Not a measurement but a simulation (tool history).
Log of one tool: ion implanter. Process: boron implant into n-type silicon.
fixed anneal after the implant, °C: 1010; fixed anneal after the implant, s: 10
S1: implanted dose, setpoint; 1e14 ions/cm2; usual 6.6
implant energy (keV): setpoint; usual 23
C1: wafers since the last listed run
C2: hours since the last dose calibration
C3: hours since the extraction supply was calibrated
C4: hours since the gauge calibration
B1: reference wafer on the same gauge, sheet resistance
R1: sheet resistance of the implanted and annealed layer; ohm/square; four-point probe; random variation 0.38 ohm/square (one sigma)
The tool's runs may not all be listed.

{"run": 1, "day": 0.0, "S1": 5.29, "implant energy (keV)": 23, "C1": 0, "C2": 34, "C3": 4061, "C4": 2417.1, "B1": 126.54, "R1": 188.25}
{"run": 2, "day": 3.05, "S1": 6.6, "implant energy (keV)": 23, "C1": 787, "C2": 107.2, "C3": 4134.2, "C4": 2490.3, "B1": 126.21, "R1": 156.83}
{"run": 3, "day": 5.425, "S1": 6.6, "implant energy (keV)": 23, "C1": 613, "C2": 164.2, "C3": 4191.2, "C4": 2547.3, "B1": 126.58, "R1": 157.33}
{"run": 4, "day": 8.9, "S1": 6.6, "implant energy (keV)": 23, "C1": 897, "C2": 247.6, "C3": 4274.6, "C4": 2630.7, "B1": 126.48, "R1": 157.4}
{"run": 5, "day": 11.971, "S1": 7.47, "implant energy (keV)": 23, "C1": 793, "C2": 321.3, "C3": 4348.3, "C4": 2704.4, "B1": 126.57, "R1": 140.76}
{"run": 6, "day": 24.692, "S1": 7.47, "implant energy (keV)": 23, "C1": 3285, "C2": 626.6, "C3": 4653.6, "C4": 3009.7, "B1": 126.46, "R1": 140.73}
{"day": 26.762, "done": "Faraday cup replaced and dose calibrated"}
{"run": 7, "day": 27.154, "S1": 7.47, "implant energy (keV)": 23, "C1": 549, "C2": 9.4, "C3": 4712.7, "C4": 3068.8, "B1": 126.5, "R1": 140.45}
{"run": 8, "day": 29.896, "S1": 6.6, "implant energy (keV)": 23, "C1": 708, "C2": 75.2, "C3": 4778.5, "C4": 3134.6, "B1": 126.59, "R1": 156.4}
{"run": 9, "day": 31.412, "S1": 6.6, "implant energy (keV)": 23, "C1": 391, "C2": 111.6, "C3": 4814.9, "C4": 3171, "B1": 126.44, "R1": 157.59}
{"run": 10, "day": 35.138, "S1": 5.24, "implant energy (keV)": 23, "C1": 962, "C2": 201, "C3": 4904.3, "C4": 3260.4, "B1": 126.52, "R1": 189.94}
{"run": 11, "day": 45.108, "S1": 6.6, "implant energy (keV)": 23, "C1": 2575, "C2": 440.3, "C3": 5143.6, "C4": 3499.7, "B1": 126.56, "R1": 156.55}
{"run": 12, "day": 46.817, "S1": 6.6, "implant energy (keV)": 23, "C1": 441, "C2": 481.3, "C3": 5184.6, "C4": 3540.7, "B1": 126.53, "R1": 156.74}
{"run": 13, "day": 48.712, "S1": 6.6, "implant energy (keV)": 23, "C1": 489, "C2": 526.8, "C3": 5230.1, "C4": 3586.2, "B1": 126.76, "R1": 157.23}
{"run": 14, "day": 51.35, "S1": 6.6, "implant energy (keV)": 23, "C1": 681, "C2": 590.1, "C3": 5293.4, "C4": 3649.5, "B1": 126.52, "R1": 156.16}
{"day": 54.517, "done": "Faraday cup replaced and dose calibrated"}
{"run": 15, "day": 54.538, "S1": 6.6, "implant energy (keV)": 27, "C1": 737, "C2": 0.5, "C3": 5369.9, "C4": 3726, "B1": 126.62, "R1": 154.76}
{"run": 16, "day": 56.212, "S1": 5.93, "implant energy (keV)": 29.5, "C1": 432, "C2": 40.7, "C3": 5410.1, "C4": 3766.2, "B1": 126.63, "R1": 167.41}
{"run": 17, "day": 58.708, "S1": 4.79, "implant energy (keV)": 25.5, "C1": 644, "C2": 100.6, "C3": 5470, "C4": 3826.1, "B1": 126.62, "R1": 202.96}
{"run": 18, "day": 63.175, "S1": 5.64, "implant energy (keV)": 15, "C1": 1153, "C2": 207.8, "C3": 5577.2, "C4": 3933.3, "B1": 126.62, "R1": 185.02}
{"day": 64.017, "done": "gauge calibrated"}
{"run": 19, "day": 67.546, "S1": 6.6, "implant energy (keV)": 23, "C1": 1128, "C2": 312.7, "C3": 5682.1, "C4": 84.7, "B1": 125.44, "R1": 155.19}
{"run": 20, "day": 69.508, "S1": 4.83, "implant energy (keV)": 21, "C1": 506, "C2": 359.8, "C3": 5729.2, "C4": 131.8, "B1": 125.29, "R1": 203.37}
{"run": 21, "day": 71.117, "S1": 7.48, "implant energy (keV)": 23, "C1": 415, "C2": 398.4, "C3": 5767.8, "C4": 170.4, "B1": 125.42, "R1": 140}
{"run": 22, "day": 73.496, "S1": 6.6, "implant energy (keV)": 23, "C1": 614, "C2": 455.5, "C3": 5824.9, "C4": 227.5, "B1": 125.6, "R1": 155.78}
{"run": 23, "day": 77.879, "S1": 6.6, "implant energy (keV)": 23, "C1": 1132, "C2": 560.7, "C3": 5930.1, "C4": 332.7, "B1": 125.51, "R1": 155.24}
{"run": 24, "day": 80.133, "S1": 5.03, "implant energy (keV)": 27, "C1": 582, "C2": 614.8, "C3": 5984.2, "C4": 386.8, "B1": 125.64, "R1": 192.54}
{"run": 25, "day": 81.758, "S1": 6.6, "implant energy (keV)": 23, "C1": 419, "C2": 653.8, "C3": 6023.2, "C4": 425.8, "B1": 125.73, "R1": 156.2}
{"run": 26, "day": 84.917, "S1": 8.01, "implant energy (keV)": 31, "C1": 815, "C2": 729.6, "C3": 6099, "C4": 501.6, "B1": 125.91, "R1": 128.81}
{"day": 85.492, "done": "Faraday cup replaced and dose calibrated"}
{"run": 27, "day": 87.354, "S1": 6.6, "implant energy (keV)": 23, "C1": 543, "C2": 44.7, "C3": 6157.5, "C4": 560.1, "B1": 125.94, "R1": 155.22}
{"day": 88.312, "done": "extraction supply calibrated"}
{"run": 28, "day": 88.862, "S1": 5.53, "implant energy (keV)": 23, "C1": 303, "C2": 80.9, "C3": 13.2, "C4": 596.3, "B1": 126, "R1": 180.73}
{"run": 29, "day": 101.783, "S1": 6.6, "implant energy (keV)": 26.5, "C1": 3337, "C2": 391, "C3": 323.3, "C4": 906.4, "B1": 126.03, "R1": 154.21}
{"run": 30, "day": 104.675, "S1": 6.6, "implant energy (keV)": 23, "C1": 746, "C2": 460.4, "C3": 392.7, "C4": 975.8, "B1": 126.14, "R1": 155.75}
{"run": 31, "day": 107.35, "S1": 7.44, "implant energy (keV)": 17, "C1": 690, "C2": 524.6, "C3": 456.9, "C4": 1040, "B1": 126.35, "R1": 145.25}
{"run": 32, "day": 110.679, "S1": 8.27, "implant energy (keV)": 27.5, "C1": 859, "C2": 604.5, "C3": 536.8, "C4": 1119.9, "B1": 126.29, "R1": 127.5}
{"run": 33, "day": 112.662, "S1": 6.6, "implant energy (keV)": 23, "C1": 512, "C2": 652.1, "C3": 584.4, "C4": 1167.5, "B1": 126.45, "R1": 156.42}
{"day": 114.3, "done": "Faraday cup replaced and dose calibrated"}
{"run": 34, "day": 115.338, "S1": 5.02, "implant energy (keV)": 27.5, "C1": 604, "C2": 24.9, "C3": 648.6, "C4": 1231.7, "B1": 126.39, "R1": 193.22}
{"run": 35, "day": 118.462, "S1": 6.6, "implant energy (keV)": 17.5, "C1": 807, "C2": 99.9, "C3": 723.6, "C4": 1306.7, "B1": 126.48, "R1": 160.69}
{"run": 36, "day": 120.438, "S1": 7.2, "implant energy (keV)": 21, "C1": 510, "C2": 147.3, "C3": 771, "C4": 1354.1, "B1": 126.56, "R1": 146.6}
{"run": 37, "day": 123.946, "S1": 8.2, "implant energy (keV)": 19.5, "C1": 906, "C2": 231.5, "C3": 855.2, "C4": 1438.3, "B1": 126.55, "R1": 131.73}

What the log doesn't show, run by run:
deviation of the true dose from the Faraday cup's reading, %: 0 in every run
deviation of the true energy from its setpoint, %: 0 in every run
H1: gauge reads high (%)
run=1 H1=1.15
run=2 H1=1.16
run=3 H1=1.17
run=4 H1=1.18
run=5 H1=1.18
run=6 H1=1.22
run=7 H1=1.22
run=8 H1=1.23
run=9 H1=1.23
run=10 H1=1.24
run=11 H1=1.25
run=12 H1=1.25
run=13 H1=1.26
run=14 H1=1.26
run=15 H1=1.26
run=16 H1=1.27
run=17 H1=1.27
run=18 H1=1.27
run=19 H1=0.262
run=20 H1=0.314
run=21 H1=0.356
run=22 H1=0.415
run=23 H1=0.517
run=24 H1=0.566
run=25 H1=0.6
run=26 H1=0.662
run=27 H1=0.708
run=28 H1=0.735
run=29 H1=0.934
run=30 H1=0.972
run=31 H1=1.01
run=32 H1=1.04
run=33 H1=1.07
run=34 H1=1.09
run=35 H1=1.12
run=36 H1=1.14
run=37 H1=1.17
